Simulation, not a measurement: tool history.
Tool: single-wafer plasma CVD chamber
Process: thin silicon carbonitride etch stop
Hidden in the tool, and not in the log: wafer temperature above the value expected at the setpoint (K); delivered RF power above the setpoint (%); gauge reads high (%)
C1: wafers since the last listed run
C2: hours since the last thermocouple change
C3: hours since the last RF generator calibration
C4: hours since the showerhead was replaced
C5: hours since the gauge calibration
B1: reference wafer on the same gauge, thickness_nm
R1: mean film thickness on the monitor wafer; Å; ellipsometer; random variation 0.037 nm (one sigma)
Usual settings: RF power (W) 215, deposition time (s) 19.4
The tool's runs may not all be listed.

run 1 hour=0 | RF_power_(W)=190 deposition_time_(s)=19.4 | C1=0 C2=1293.1 C3=674.3 C4=4230.4 C5=775.9 | B1=9.802 | R1=106.5
run 2 hour=107 | RF_power_(W)=190 deposition_time_(s)=19.4 | C1=2307 C2=1400.1 C3=781.3 C4=4337.4 C5=882.9 | B1=9.794 | R1=105.91
run 3 hour=181.5 | RF_power_(W)=215 deposition_time_(s)=19.4 | C1=1606 C2=1474.6 C3=855.8 C4=4411.9 C5=957.4 | B1=9.793 | R1=109.05
run 4 hour=234.8 | RF_power_(W)=215 deposition_time_(s)=19.4 | C1=1149 C2=1527.9 C3=909.1 C4=4465.2 C5=1010.7 | B1=9.795 | R1=109.54
run 5 hour=277.8 | RF_power_(W)=215 deposition_time_(s)=19.4 | C1=927 C2=1570.9 C3=952.1 C4=4508.2 C5=1053.7 | B1=9.806 | R1=110.05
run 6 hour=369.3 | RF_power_(W)=215 deposition_time_(s)=19.4 | C1=1973 C2=1662.4 C3=1043.6 C4=4599.7 C5=1145.2 | B1=9.798 | R1=109.96
-- hour=463.2 thermocouple changed; heater temperature recalibrated
run 7 hour=463.7 | RF_power_(W)=215 deposition_time_(s)=19.4 | C1=1863 C2=0.5 C3=1138 C4=4694.1 C5=1239.6 | B1=9.791 | R1=109.91
-- hour=499.7 gauge calibrated
run 8 hour=531.4 | RF_power_(W)=215 deposition_time_(s)=19.4 | C1=1460 C2=68.2 C3=1205.7 C4=4761.8 C5=31.7 | B1=9.801 | R1=109.65
run 9 hour=584 | RF_power_(W)=215 deposition_time_(s)=19.4 | C1=1134 C2=120.8 C3=1258.3 C4=4814.4 C5=84.3 | B1=9.802 | R1=109.81
run 10 hour=677.7 | RF_power_(W)=195 deposition_time_(s)=22.4 | C1=2021 C2=214.5 C3=1352 C4=4908.1 C5=178 | B1=9.795 | R1=124.06
run 11 hour=714.5 | RF_power_(W)=215 deposition_time_(s)=18.1 | C1=793 C2=251.3 C3=1388.8 C4=4944.9 C5=214.8 | B1=9.806 | R1=102.48
run 12 hour=766.2 | RF_power_(W)=240 deposition_time_(s)=21.5 | C1=1115 C2=303 C3=1440.5 C4=4996.6 C5=266.5 | B1=9.792 | R1=124.81
-- hour=826.7 showerhead replaced
run 13 hour=836 | RF_power_(W)=245 deposition_time_(s)=17.9 | C1=1332 C2=372.8 C3=1510.3 C4=9.3 C5=336.3 | B1=9.796 | R1=104.39
run 14 hour=888.3 | RF_power_(W)=185 deposition_time_(s)=22.7 | C1=1128 C2=425.1 C3=1562.6 C4=61.6 C5=388.6 | B1=9.804 | R1=123.91
run 15 hour=951.4 | RF_power_(W)=215 deposition_time_(s)=21.8 | C1=1361 C2=488.2 C3=1625.7 C4=124.7 C5=451.7 | B1=9.8 | R1=123.15
-- hour=970.8 RF generator calibrated
run 16 hour=1025.5 | RF_power_(W)=230 deposition_time_(s)=16.3 | C1=1425 C2=562.3 C3=54.7 C4=198.8 C5=525.8 | B1=9.805 | R1=94.08
run 17 hour=1109.8 | RF_power_(W)=190 deposition_time_(s)=19.4 | C1=1818 C2=646.6 C3=139 C4=283.1 C5=610.1 | B1=9.802 | R1=106.37
run 18 hour=1149 | RF_power_(W)=245 deposition_time_(s)=19.4 | C1=845 C2=685.8 C3=178.2 C4=322.3 C5=649.3 | B1=9.798 | R1=113.71
run 19 hour=1210.5 | RF_power_(W)=215 deposition_time_(s)=19.4 | C1=1326 C2=747.3 C3=239.7 C4=383.8 C5=710.8 | B1=9.797 | R1=109.63
run 20 hour=1287.6 | RF_power_(W)=225 deposition_time_(s)=21 | C1=1662 C2=824.4 C3=316.8 C4=460.9 C5=787.9 | B1=9.793 | R1=119.96

The tool's hidden state at each run:
wafer temperature above the value expected at the setpoint (K): 0 in every run
delivered RF power above the setpoint (%): 0 in every run
gauge reads high (%): 0 in every run
